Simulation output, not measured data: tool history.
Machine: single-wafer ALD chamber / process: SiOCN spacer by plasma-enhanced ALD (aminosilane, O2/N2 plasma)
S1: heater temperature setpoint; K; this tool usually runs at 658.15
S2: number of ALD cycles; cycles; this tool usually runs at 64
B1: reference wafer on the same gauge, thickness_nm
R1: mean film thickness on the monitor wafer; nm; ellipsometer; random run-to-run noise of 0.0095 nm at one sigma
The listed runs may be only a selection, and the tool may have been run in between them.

run,hour,S1,S2,B1,R1
1,0.0,658.15,64,3.920,3.789
2,16.7,658.15,64,3.919,3.775
3,44.3,665.15,64,3.920,3.791
4,63.5,665.15,64,3.915,3.803
5,86.9,665.15,64,3.923,3.788
6,111.6,658.15,64,3.919,3.790
7,126.2,658.15,64,3.923,3.773
8,147.2,658.15,64,3.922,3.768
9,173.6,662.15,64,3.919,3.795
10,199.5,658.15,64,3.919,3.781
11,219.4,663.15,54,3.921,3.191
12,237.5,653.15,69,3.920,4.073

Run 13, settings as shown, results not yet in. Your forecast:
13,268.2,647.15,71,?,?

B1: 3.922
R1: 4.202 nm
Take away the tool's hidden state, keep the run-to-run variation as it was, and the same run would have given R1 4.202 nm.

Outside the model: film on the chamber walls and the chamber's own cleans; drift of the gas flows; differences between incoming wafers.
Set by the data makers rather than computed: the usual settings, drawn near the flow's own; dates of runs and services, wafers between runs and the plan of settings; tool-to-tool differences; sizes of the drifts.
